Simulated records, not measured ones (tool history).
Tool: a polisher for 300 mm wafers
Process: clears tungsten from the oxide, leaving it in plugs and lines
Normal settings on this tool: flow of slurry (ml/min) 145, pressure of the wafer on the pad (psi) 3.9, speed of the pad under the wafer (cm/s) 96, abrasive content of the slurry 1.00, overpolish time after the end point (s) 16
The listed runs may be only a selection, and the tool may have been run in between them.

run   hour  flow of slurry (ml/min)  pressure of the wafer on the pad (psi)  speed of the pad under the wafer (cm/s)  abrasive content of the slurry  overpolish time after the end point (s)  wafers since the last listed run  wafers polished on this pad  hours since the slurry nozzle was cleaned  hours since the head pressure was calibrated  hours since the slurry blender was calibrated  hours since the slurry got fresh peroxide  incoming thickness of the incoming film, nm  time until the end point was called (s)
  1    0.0                      145                                     3.9                                       96                            1.00                                       16                                 0                          128                                      754.7                                         676.9                                          117.9                                       26.8                                        506.0                                    104.7
       6.6  -- slurry nozzle cleaned
  2    8.7                      145                                     3.9                                       96                            1.00                                       16                                61                          189                                        2.1                                         685.6                                          126.6                                       35.5                                        501.0                                    107.8
  3   26.5                      145                                     3.9                                       96                            1.00                                       16                               142                          331                                       19.9                                         703.4                                          144.4                                       53.3                                        496.3                                    106.8
  4   41.6                      145                                     3.9                                       96                            1.00                                       16                               120                          452                                       35.0                                         718.5                                          159.5                                       68.4                                        500.2                                    109.8
  5   56.5                      160                                     3.9                                       96                            1.00                                       16                               118                          570                                       49.9                                         733.4                                          174.4                                       83.3                                        497.9                                    111.6
  6   71.2                      160                                     3.9                                       96                            1.00                                       16                               117                          688                                       64.6                                         748.1                                          189.1                                       98.0                                        492.5                                    108.8
  7   77.5                      160                                     3.9                                       96                            1.00                                       16                                50                          738                                       70.9                                         754.4                                          195.4                                      104.3                                        498.2                                    111.7
  8   84.8                      145                                     3.9                                       96                            1.00                                       16                                58                          796                                       78.2                                         761.7                                          202.7                                      111.6                                        502.5                                    115.6
      92.5  -- worn pad replaced by a new one
  9  100.5                       95                                     2.6                                      108                            1.00                                       10                                93                           64                                       93.9                                         777.4                                          218.4                                      127.3                                        499.5                                    160.0
 10  116.6                      175                                     3.9                                       80                            1.00                                       16                               128                          192                                      110.0                                         793.5                                          234.5                                      143.4                                        501.8                                    122.4
 11  131.3                      145                                     3.9                                       96                            1.00                                       16                               117                          309                                      124.7                                         808.2                                          249.2                                      158.1                                        498.6                                    109.7
     143.8  -- slurry blender recalibrated
 12  144.3                      145                                     4.8                                       96                            1.00                                        8                                87                          397                                      137.7                                         821.2                                            0.5                                      171.1                                        493.4                                     89.4
     147.3  -- head pressure recalibrated
 13  148.4                      145                                     3.9                                       96                            1.00                                       16                                16                          414                                      141.8                                           1.1                                            4.6                                      175.2                                        507.8                                    112.6
     149.7  -- slurry tank refilled with fresh slurry and peroxide
 14  154.5                      120                                     3.9                                       96                            1.00                                       13                                40                          455                                      147.9                                           7.2                                           10.7                                        4.8                                        498.7                                    114.9
 15  162.1                      145                                     3.9                                       96                            1.00                                       16                                60                          515                                      155.5                                          14.8                                           18.3                                       12.4                                        501.4                                    113.3
 16  176.9                      145                                     4.9                                      118                            1.20                                       16                               118                          633                                      170.3                                          29.6                                           33.1                                       27.2                                        497.4                                     70.9
     190.4  -- worn pad replaced by a new one
 17  190.9                      145                                     3.9                                       96                            1.00                                       16                                79                            4                                      184.3                                          43.6                                           47.1                                       41.2                                        496.6                                    108.0
 18  196.1                      145                                     3.9                                      128                            1.00                                       16                                41                           45                                      189.5                                          48.8                                           52.3                                       46.4                                        502.0                                     80.5
 19  203.9                      120                                     4.6                                      124                            1.10                                       16                                62                          107                                      197.3                                          56.6                                           60.1                                       54.2                                        502.1                                     73.9
 20  211.4                      145                                     3.3                                       96                            1.00                                        7                                59                          167                                      204.8                                          64.1                                           67.6                                       61.7                                        502.8                                    132.3
 21  220.2                      185                                     2.9                                       96                            1.00                                       16                                70                          238                                      213.6                                          72.9                                           76.4                                       70.5                                        509.6                                    142.0
 22  236.8                      145                                     3.9                                       96                            1.00                                       16                               132                          370                                      230.2                                          89.5                                           93.0                                       87.1                                        492.6                                    106.0
 23  243.3                      175                                     4.8                                       74                            0.75                                       16                                51                          422                                      236.7                                          96.0                                           99.5                                       93.6                                        495.8                                    115.5
 24  250.5                      115                                     3.9                                       96                            1.10                                       16                                57                          479                                      243.9                                         103.2                                          106.7                                      100.8                                        495.0                                    115.5
 25  265.1                      145                                     3.9                                       96                            1.00                                       11                               116                          596                                      258.5                                         117.8                                          121.3                                      115.4                                        496.3                                    113.0
 26  274.8                      170                                     3.9                                       96                            1.25                                       16                                77                          673                                      268.2                                         127.5                                          131.0                                      125.1                                        495.4                                    107.0
 27  281.7                      145                                     3.9                                       96                            1.00                                       16                                55                          728                                      275.1                                         134.4                                          137.9                                      132.0                                        498.8                                    114.4
     291.0  -- worn pad replaced by a new one
 28  294.9                      145                                     3.9                                       96                            1.00                                       16                                73                           30                                      288.3                                         147.6                                          151.1                                      145.2                                        508.8                                    107.0

How the hidden state differs across the entries between the runs, from the last listed run before each to the first after it:
Run 1 -> run 2: slurry nozzle cleaned (hour 6.6)
  removal rate lost through wear of the pad, %: 1.64 -> 2.32
  measured minus no-state result, time until the end point was called (s): +1.7 -> +2.5
Run 8 -> run 9: worn pad replaced by a new one (hour 92.5)
  removal rate lost through wear of the pad, %: 8.34 -> 1.06
  measured minus no-state result, time until the end point was called (s): +9.7 -> +1.7
Run 11 -> run 12: slurry blender recalibrated (hour 143.8)
  removal rate lost through wear of the pad, %: 3.49 -> 4.52
  measured minus no-state result, time until the end point was called (s): +3.8 -> +4.0
Run 12 -> run 13: head pressure recalibrated (hour 147.3)
  removal rate lost through wear of the pad, %: 4.52 -> 4.84
  measured minus no-state result, time until the end point was called (s): +4.0 -> +5.5
Run 13 -> run 14: slurry tank refilled with fresh slurry and peroxide (hour 149.7)
  removal rate lost through wear of the pad, %: 4.84 -> 5.33
  measured minus no-state result, time until the end point was called (s): +5.5 -> +6.1
Run 16 -> run 17: worn pad replaced by a new one (hour 190.4)
  removal rate lost through wear of the pad, %: 7.1 -> 1.7
  measured minus no-state result, time until the end point was called (s): +5.0 -> +1.8
Run 27 -> run 28: worn pad replaced by a new one (hour 291.0)
  removal rate lost through wear of the pad, %: 8.88 -> 0.384
  measured minus no-state result, time until the end point was called (s): +10.2 -> +0.4

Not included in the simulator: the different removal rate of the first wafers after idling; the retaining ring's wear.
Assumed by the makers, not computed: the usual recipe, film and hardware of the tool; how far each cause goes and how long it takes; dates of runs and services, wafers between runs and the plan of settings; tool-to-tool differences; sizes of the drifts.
